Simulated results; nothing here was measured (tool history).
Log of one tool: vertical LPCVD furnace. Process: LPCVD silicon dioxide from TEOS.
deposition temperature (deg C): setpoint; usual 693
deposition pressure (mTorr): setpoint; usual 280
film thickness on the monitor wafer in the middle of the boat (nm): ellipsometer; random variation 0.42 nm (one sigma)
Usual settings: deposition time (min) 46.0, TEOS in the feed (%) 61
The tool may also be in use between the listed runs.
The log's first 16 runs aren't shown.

run   hour  deposition temperature (deg C)  deposition pressure (mTorr)  deposition time (min)  TEOS in the feed (%)  read-back reference wafer on the same gauge, thickness  film thickness on the monitor wafer in the middle of the boat (nm)
 17  427.6                             696                          235                   46.0                    71                                                  233.08                                                              298.37
     456.9  -- TEOS flow controller replaced
 18  457.4                             693                          330                   41.0                    73                                                  233.08                                                              299.97
     546.9  -- pressure gauge zeroed
 19  547.4                             687                          350                   54.5                    55                                                  232.91                                                              314.02
 20  563.4                             693                          280                   46.0                    61                                                  233.01                                                              288.06
 21  581.9                             693                          300                   57.5                    61                                                  233.01                                                              372.83
 22  599.0                             687                          280                   55.5                    50                                                  232.88                                                              273.12
 23  615.2                             693                          260                   53.5                    61                                                  233.01                                                              323.32
 24  640.9                             693                          330                   41.0                    73                                                  232.93                                                              305.87
 25  660.5                             693                          280                   46.0                    61                                                  232.83                                                              288.45
 26  678.6                             701                          280                   51.0                    52                                                  233.14                                                              356.32
 27  699.5                             705                          280                   29.0                    50                                                  232.96                                                              218.32
 28  722.8                             687                          255                   46.0                    61                                                  233.02                                                              240.19
 29  742.1                             699                          215                   46.0                    50                                                  233.21                                                              264.11
 30  768.5                             693                          280                   46.0                    61                                                  232.83                                                              290.39

5 ways to go on from here, each from the tool as it stands after run 30. What would each give?
  A  773.8                             693                          310                   46.0                    61                                                       ?                                                                   ?
  B  773.8                             688                          280                   46.0                    69                                                       ?                                                                   ?
  C  773.8                             682                          280                   39.0                    68                                                       ?                                                                   ?
  D  773.8                             697                          250                   46.0                    69                                                       ?                                                                   ?
  E  773.8                             699                          280                   37.0                    70                                                       ?                                                                   ?

run  read-back reference wafer on the same gauge, thickness  film thickness on the monitor wafer in the middle of the boat (nm)
  A                                                  232.92                                                              306.15
  B                                                  232.92                                                              274.76
  C                                                  232.92                                                              200.36
  D                                                  232.92                                                              320.55
  E                                                  232.92                                                              288.20
Without the tool's hidden state the same runs would have given:
run  film thickness on the monitor wafer in the middle of the boat (nm)
  A                                                              294.20
  B                                                              264.10
  C                                                              192.47
  D                                                              308.68
  E                                                              277.32
